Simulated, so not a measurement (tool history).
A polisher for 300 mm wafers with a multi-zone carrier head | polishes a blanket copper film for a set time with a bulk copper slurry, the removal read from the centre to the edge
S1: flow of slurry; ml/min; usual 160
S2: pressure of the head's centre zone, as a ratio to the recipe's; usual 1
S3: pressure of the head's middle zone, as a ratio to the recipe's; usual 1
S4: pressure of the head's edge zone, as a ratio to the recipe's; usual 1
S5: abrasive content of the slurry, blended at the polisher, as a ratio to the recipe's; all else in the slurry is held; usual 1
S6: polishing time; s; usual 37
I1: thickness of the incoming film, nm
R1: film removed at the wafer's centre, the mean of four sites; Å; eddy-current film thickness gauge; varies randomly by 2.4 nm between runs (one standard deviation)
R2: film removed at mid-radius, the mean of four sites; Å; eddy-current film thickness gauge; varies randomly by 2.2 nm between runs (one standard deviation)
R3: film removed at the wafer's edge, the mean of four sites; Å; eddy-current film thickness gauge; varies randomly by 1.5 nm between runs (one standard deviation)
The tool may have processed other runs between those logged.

run,day,S1,S2,S3,S4,S5,S6,I1,R1,R2,R3
1,0,160,1,1,0.93,1,37,2168,1863,1895,1743
# day 0.342: slurry nozzle cleaned
# day 1.321: worn pad replaced by a new one
2,1.488,160,1,1,0.93,1,37,2220.5,2070,2071,1945
3,2.721,160,1,1,1,1,37,2167.3,1957,1980,1912
4,4.012,160,1,1,1,1,37,2224.6,1869,1887,1830
# day 6.662: worn pad replaced by a new one
5,7.017,160,1,1,1,1,37,2206.1,2042,2053,1993
# day 9.362: carrier head's membrane replaced by a new one
6,11.325,160,1,1,1,1,37,2198,1846,1879,1820
# day 12.083: worn pad replaced by a new one
7,12.633,160,1,1,1,1,37,2205.3,1991,1990,1979
# day 13.946: slurry nozzle cleaned
8,14.112,160,1,1,1,1,37,2194.5,1902,1899,1862
# day 14.754: centre zone pressure recalibrated
# day 14.804: edge zone pressure recalibrated
9,14.942,160,1,1,1,1,37,2205.1,1915,1834,1822
# day 17.933: worn pad replaced by a new one
10,17.95,180,1.05,1,1.06,1,37,2228,2236,2131,2137
11,18.729,160,1,0.95,1,1,37,2185.1,2036,1931,1930
12,19.667,160,1,1,1,1,24,2205.8,1261,1255,1224

What will run 13 give?
13,21.117,190,1.03,1,1,0.8,43,2204.9,?,?,?

R1: 2114 Å
R2: 2102 Å
R3: 1999 Å
If the tool had no hidden condition, the same run with the same run-to-run variation would have returned R1 2387 Å, R2 2374 Å, R3 2257 Å.
